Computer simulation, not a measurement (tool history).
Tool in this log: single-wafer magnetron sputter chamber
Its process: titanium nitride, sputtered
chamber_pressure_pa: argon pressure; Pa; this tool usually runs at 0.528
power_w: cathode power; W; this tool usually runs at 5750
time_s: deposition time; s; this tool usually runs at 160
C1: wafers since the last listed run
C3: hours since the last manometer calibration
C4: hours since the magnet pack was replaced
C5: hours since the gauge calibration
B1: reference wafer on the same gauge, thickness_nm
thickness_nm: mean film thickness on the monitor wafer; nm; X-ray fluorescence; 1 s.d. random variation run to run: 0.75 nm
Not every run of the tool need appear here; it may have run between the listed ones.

Run 1, hour 0.0: usual settings; C1 0; wafers on the sputter target 3417; C3 235.6; C4 9044.6; C5 495.7; B1 126.159. Result: thickness_nm 150.104 nm.
Run 2, hour 92.2: usual settings; C1 628; wafers on the sputter target 4045; C3 327.8; C4 9136.8; C5 587.9; B1 125.813. Result: thickness_nm 151.842 nm.
Run 3, hour 154.0: usual settings but time_s 135 s; C1 421; wafers on the sputter target 4466; C3 389.6; C4 9198.6; C5 649.7; B1 126.309. Result: thickness_nm 128.616 nm.
Run 4, hour 206.2: usual settings; C1 355; wafers on the sputter target 4822; C3 441.8; C4 9250.8; C5 701.9; B1 125.900. Result: thickness_nm 152.562 nm.
Run 5, hour 273.1: usual settings; C1 455; wafers on the sputter target 5278; C3 508.7; C4 9317.7; C5 768.8; B1 126.067. Result: thickness_nm 152.656 nm.
Run 6, hour 339.2: usual settings; C1 450; wafers on the sputter target 5728; C3 574.8; C4 9383.8; C5 834.9; B1 126.107. Result: thickness_nm 153.075 nm.
Run 7, hour 396.0: usual settings; C1 386; wafers on the sputter target 6115; C3 631.6; C4 9440.6; C5 891.7; B1 126.279. Result: thickness_nm 153.145 nm.
Run 8, hour 434.6: usual settings; C1 262; wafers on the sputter target 6378; C3 670.2; C4 9479.2; C5 930.3; B1 126.248. Result: thickness_nm 152.757 nm.
Run 9, hour 499.5: usual settings; C1 442; wafers on the sputter target 6820; C3 735.1; C4 9544.1; C5 995.2; B1 126.272. Result: thickness_nm 154.275 nm.
Run 10, hour 565.9: usual settings but chamber_pressure_pa 0.451 Pa, time_s 137 s; C1 452; wafers on the sputter target 7272; C3 801.5; C4 9610.5; C5 1061.6; B1 125.947. Result: thickness_nm 137.925 nm.
Run 11, hour 624.5: usual settings but power_w 6800 W, time_s 179 s; C1 399; wafers on the sputter target 7672; C3 860.1; C4 9669.1; C5 1120.2; B1 125.938. Result: thickness_nm 203.874 nm.
Run 12, hour 691.7: usual settings; C1 457; wafers on the sputter target 8130; C3 927.3; C4 9736.3; C5 1187.4; B1 126.011. Result: thickness_nm 154.713 nm.
At hour 715.1: magnet pack replaced.
Run 13, hour 726.7: usual settings but power_w 4750 W; C1 183; wafers on the sputter target 8313; C3 962.3; C4 11.6; C5 1222.4; B1 126.093. Result: thickness_nm 130.696 nm.
At hour 750.2: sputter target and shields replaced.
At hour 760.7: gauge calibrated.
At hour 766.4: capacitance manometer re-zeroed and calibrated.
Run 14, hour 790.7: usual settings; C1 327; wafers on the sputter target 221; C3 24.3; C4 75.6; C5 30.0; B1 125.972. Result: thickness_nm 154.459 nm.
Run 15, hour 847.5: usual settings but chamber_pressure_pa 0.621 Pa, power_w 6500 W; C1 386; wafers on the sputter target 608; C3 81.1; C4 132.4; C5 86.8; B1 125.942. Result: thickness_nm 165.725 nm.
Run 16, hour 883.8: usual settings but power_w 6200 W, time_s 175 s; C1 247; wafers on the sputter target 855; C3 117.4; C4 168.7; C5 123.1; B1 126.087. Result: thickness_nm 179.364 nm.
Run 17, hour 938.8: usual settings; C1 374; wafers on the sputter target 1230; C3 172.4; C4 223.7; C5 178.1; B1 125.888. Result: thickness_nm 154.830 nm.
Run 18, hour 976.8: usual settings but chamber_pressure_pa 0.706 Pa, time_s 176 s; C1 258; wafers on the sputter target 1489; C3 210.4; C4 261.7; C5 216.1; B1 126.107. Result: thickness_nm 155.567 nm.
Run 19, hour 1027.8: usual settings but chamber_pressure_pa 0.731 Pa, power_w 5000 W, time_s 128 s; C1 347; wafers on the sputter target 1836; C3 261.4; C4 312.7; C5 267.1; B1 125.870. Result: thickness_nm 96.872 nm.
Run 20, hour 1072.4: usual settings but chamber_pressure_pa 0.388 Pa, power_w 6200 W, time_s 146 s; C1 303; wafers on the sputter target 2140; C3 306.0; C4 357.3; C5 311.7; B1 126.033. Result: thickness_nm 162.097 nm.
Run 21, hour 1097.6: usual settings but chamber_pressure_pa 0.581 Pa, time_s 169 s; C1 171; wafers on the sputter target 2312; C3 331.2; C4 382.5; C5 336.9; B1 125.969. Result: thickness_nm 159.294 nm.

For each run, what was the tool's unlogged condition?
gauge reads high (%): 0 across all the runs
H1: deposition rate above that of a new target (%)
H2: true argon pressure above the setpoint (%)
run      H1     H2
  1    -2.2  -1.66
  2   -2.35   -2.3
  3   -2.44  -2.85
  4    -2.5  -3.39
  5   -2.56  -4.17
  6   -2.62  -5.06
  7   -2.66   -5.9
  8   -2.69  -6.52
  9   -2.72  -7.65
 10   -2.75  -8.91
 11   -2.78  -10.1
 12    -2.8  -11.6
 13   -2.81  -12.4
 14   -0.28  -2.13
 15  -0.608   -2.2
 16  -0.793  -2.29
 17   -1.04  -2.49
 18    -1.2  -2.67
 19   -1.38  -2.97
 20   -1.52  -3.28
 21   -1.59  -3.48
